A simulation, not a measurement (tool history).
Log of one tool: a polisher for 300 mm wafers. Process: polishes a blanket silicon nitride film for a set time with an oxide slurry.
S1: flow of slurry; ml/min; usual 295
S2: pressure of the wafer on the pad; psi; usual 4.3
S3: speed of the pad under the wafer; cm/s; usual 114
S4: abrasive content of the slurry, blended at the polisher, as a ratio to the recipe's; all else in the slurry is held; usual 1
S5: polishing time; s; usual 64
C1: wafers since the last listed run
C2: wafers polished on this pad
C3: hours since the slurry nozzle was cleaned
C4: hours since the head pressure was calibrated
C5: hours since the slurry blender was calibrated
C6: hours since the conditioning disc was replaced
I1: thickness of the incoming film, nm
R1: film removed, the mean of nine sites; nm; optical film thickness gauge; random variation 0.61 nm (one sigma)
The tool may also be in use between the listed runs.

Run 1, hour 0: usual settings but S2 3.2 psi; C1 0; C2 2607; C3 553.8; C4 144.1; C5 289.7; C6 74.6; I1 366.2. Result: R1 47.3 nm.
At hour 46.1: worn pad replaced by a new one.
Run 2, hour 70.6: usual settings but S1 330 ml/min, S4 0.85; C1 942; C2 347; C3 624.4; C4 214.7; C5 360.3; C6 145.2; I1 371.9. Result: R1 51.3 nm.
At hour 117.2: slurry nozzle cleaned.
Run 3, hour 123: usual settings but S1 330 ml/min, S4 0.85; C1 727; C2 1074; C3 5.8; C4 267.1; C5 412.7; C6 197.6; I1 375.8. Result: R1 55.5 nm.
Run 4, hour 168.4: usual settings; C1 642; C2 1717; C3 51.2; C4 312.5; C5 458.1; C6 243; I1 376. Result: R1 59.4 nm.
At hour 199.3: slurry blender recalibrated.
Run 5, hour 200.7: usual settings; C1 428; C2 2146; C3 83.5; C4 344.8; C5 1.4; C6 275.3; I1 377.4. Result: R1 60.1 nm.
Run 6, hour 270.1: usual settings; C1 982; C2 3128; C3 152.9; C4 414.2; C5 70.8; C6 344.7; I1 364.2. Result: R1 58.9 nm.
At hour 275.5: worn pad replaced by a new one.
At hour 319.8: conditioning disc replaced and pad reconditioned.
Run 7, hour 332.2: usual settings but S1 260 ml/min, S4 1.15; C1 794; C2 774; C3 215; C4 476.3; C5 132.9; C6 12.4; I1 372.3. Result: R1 61.4 nm.
Run 8, hour 370.4: usual settings but S1 260 ml/min, S4 1.15; C1 540; C2 1314; C3 253.2; C4 514.5; C5 171.1; C6 50.6; I1 365.7. Result: R1 60.5 nm.
Run 9, hour 435.2: usual settings but S1 260 ml/min, S4 1.15; C1 917; C2 2232; C3 318; C4 579.3; C5 235.9; C6 115.4; I1 367. Result: R1 60.4 nm.
Run 10, hour 465.9: usual settings; C1 434; C2 2666; C3 348.7; C4 610; C5 266.6; C6 146.1; I1 368. Result: R1 56.6 nm.
Run 11, hour 501.3: usual settings; C1 501; C2 3167; C3 384.1; C4 645.4; C5 302; C6 181.5; I1 377. Result: R1 55.9 nm.
At hour 524.8: worn pad replaced by a new one.
Run 12, hour 553.6: usual settings; C1 683; C2 408; C3 436.4; C4 697.7; C5 354.3; C6 233.8; I1 364.2. Result: R1 56.6 nm.
Run 13, hour 578.1: usual settings but S1 365 ml/min, S4 1.25; C1 346; C2 755; C3 460.9; C4 722.2; C5 378.8; C6 258.3; I1 366. Result: R1 66.5 nm.
Run 14, hour 608.1: usual settings; C1 424; C2 1179; C3 490.9; C4 752.2; C5 408.8; C6 288.3; I1 372.1. Result: R1 55.5 nm.
At hour 637.1: conditioning disc replaced and pad reconditioned.
At hour 652.9: head pressure recalibrated.
At hour 662.2: slurry blender recalibrated.
At hour 686.7: slurry nozzle cleaned.
Run 15, hour 758.3: usual settings but S4 0.85, S5 43 s; C1 2026; C2 3206; C3 71.6; C4 105.4; C5 96.1; C6 121.2; I1 372.3. Result: R1 37 nm.
At hour 780.2: worn pad replaced by a new one.
Run 16, hour 821.1: usual settings; C1 832; C2 579; C3 134.4; C4 168.2; C5 158.9; C6 184; I1 371. Result: R1 61 nm.
Run 17, hour 872.2: usual settings but S1 325 ml/min; C1 723; C2 1302; C3 185.5; C4 219.3; C5 210; C6 235.1; I1 371.1. Result: R1 58.9 nm.
Run 18, hour 896.7: usual settings but S1 260 ml/min, S4 1.15; C1 346; C2 1649; C3 210; C4 243.8; C5 234.5; C6 259.6; I1 371. Result: R1 62.2 nm.
Run 19, hour 952.5: usual settings but S3 100 cm/s; C1 789; C2 2439; C3 265.8; C4 299.6; C5 290.3; C6 315.4; I1 376.4. Result: R1 54.8 nm.
Run 20, hour 1008.5: usual settings but S3 96 cm/s; C1 792; C2 3231; C3 321.8; C4 355.6; C5 346.3; C6 371.4; I1 373.4. Result: R1 51.7 nm.
At hour 1026.1: conditioning disc replaced and pad reconditioned.
At hour 1059.5: worn pad replaced by a new one.
Run 21, hour 1066.2: usual settings but S1 260 ml/min, S2 5.4 psi; C1 731; C2 94; C3 379.5; C4 413.3; C5 404; C6 40.1; I1 367. Result: R1 65.2 nm.
At hour 1077.8: slurry blender recalibrated.
Run 22, hour 1127.1: usual settings but S3 150 cm/s; C1 833; C2 928; C3 440.4; C4 474.2; C5 49.3; C6 101; I1 362.4. Result: R1 66.5 nm.
Run 23, hour 1188.4: usual settings but S1 350 ml/min, S5 71 s; C1 867; C2 1796; C3 501.7; C4 535.5; C5 110.6; C6 162.3; I1 365.5. Result: R1 64.8 nm.
Run 24, hour 1255: usual settings but S1 385 ml/min, S5 77 s; C1 942; C2 2738; C3 568.3; C4 602.1; C5 177.2; C6 228.9; I1 362.5. Result: R1 70.6 nm.
Run 25, hour 1295.1: usual settings but S1 400 ml/min; C1 567; C2 3306; C3 608.4; C4 642.2; C5 217.3; C6 269; I1 370.5. Result: R1 59.7 nm.

4 ways to go on from here, each from the tool as it stands after run 25. What would each give?
Run A, hour 1295.5: usual settings; C1 5; C2 3311; C3 608.8; C4 642.6; C5 217.7; C6 269.4; I1 369.4. Result: R1 ?.
Run B, hour 1295.5: usual settings but S4 1.2; C1 5; C2 3311; C3 608.8; C4 642.6; C5 217.7; C6 269.4; I1 369.4. Result: R1 ?.
Run C, hour 1295.5: usual settings but S1 395 ml/min, S2 2.9 psi, S3 96 cm/s, S5 42 s; C1 5; C2 3311; C3 608.8; C4 642.6; C5 217.7; C6 269.4; I1 369.4. Result: R1 ?.
Run D, hour 1295.5: usual settings but S3 82 cm/s, S5 55 s; C1 5; C2 3311; C3 608.8; C4 642.6; C5 217.7; C6 269.4; I1 369.4. Result: R1 ?.

run    R1
  A  56.4
  B  62.2
  C  28.5
  D  41.2
Without the tool's hidden state the same runs would have given:
run    R1
  A  60.9
  B  67.1
  C  30.2
  D  44.4

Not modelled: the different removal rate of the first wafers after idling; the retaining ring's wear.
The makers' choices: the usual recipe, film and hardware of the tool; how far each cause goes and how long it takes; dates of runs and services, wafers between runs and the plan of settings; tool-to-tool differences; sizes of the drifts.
